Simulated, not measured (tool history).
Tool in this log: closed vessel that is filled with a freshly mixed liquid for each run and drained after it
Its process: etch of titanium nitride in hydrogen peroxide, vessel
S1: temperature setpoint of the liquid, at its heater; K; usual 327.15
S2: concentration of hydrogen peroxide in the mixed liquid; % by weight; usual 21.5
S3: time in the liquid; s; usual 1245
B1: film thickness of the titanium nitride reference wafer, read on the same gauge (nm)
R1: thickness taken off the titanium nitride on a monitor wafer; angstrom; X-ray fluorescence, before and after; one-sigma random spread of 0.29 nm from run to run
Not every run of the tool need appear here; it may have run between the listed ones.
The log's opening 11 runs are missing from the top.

run,hour,S1,S2,S3,B1,R1
12,136.6,327.15,21.5,1245,49.99,666.7
13,144.2,327.15,21.5,1020,50.03,541
14,152.9,327.15,21.5,1245,50.01,664
15,166,327.15,21.5,1245,49.99,658.3
16,181,331.15,18,1730,50,1161.6
17,196.1,335.15,27,1945,50,1872.1
# hour 210.9: new drum of peroxide connected
18,211.8,327.15,21.5,940,49.98,503
19,221.7,324.15,21.5,1245,50,542.6
20,228.6,327.15,18,1245,49.98,638.9
# hour 266.3: gauge calibrated
21,276.4,336.65,21.5,1620,50,1649.9
# hour 287.1: thermometer replaced
22,288.5,327.15,21.5,1245,50,563.1
23,323.1,327.15,16,840,49.98,355.2
24,329.3,333.15,21.5,1545,50.01,1059.3
25,341.1,327.15,21.5,1245,49.99,558.2
26,356.8,321.65,21.5,1245,50,383.3
27,366.2,327.15,21.5,1245,50.01,561.2
28,378.6,327.15,21.5,1245,50.01,563.1
29,389.1,318.15,21.5,1025,50,242.3
30,401.2,334.65,21.5,665,50.01,504.1

Branching from run 30: 3 alternative next runs. What would each branch give?
A,402.2,332.65,21.5,1245,?,?
B,402.2,319.15,21.5,1245,?,?
C,402.2,327.15,18.5,1245,?,?

run,B1,R1
A,49.99,821.1
B,49.99,315.6
C,49.99,543.7
With the hidden condition removed and each run's random variation left untouched, the same runs would have given:
run,R1
A,792.6
B,303.7
C,524.2

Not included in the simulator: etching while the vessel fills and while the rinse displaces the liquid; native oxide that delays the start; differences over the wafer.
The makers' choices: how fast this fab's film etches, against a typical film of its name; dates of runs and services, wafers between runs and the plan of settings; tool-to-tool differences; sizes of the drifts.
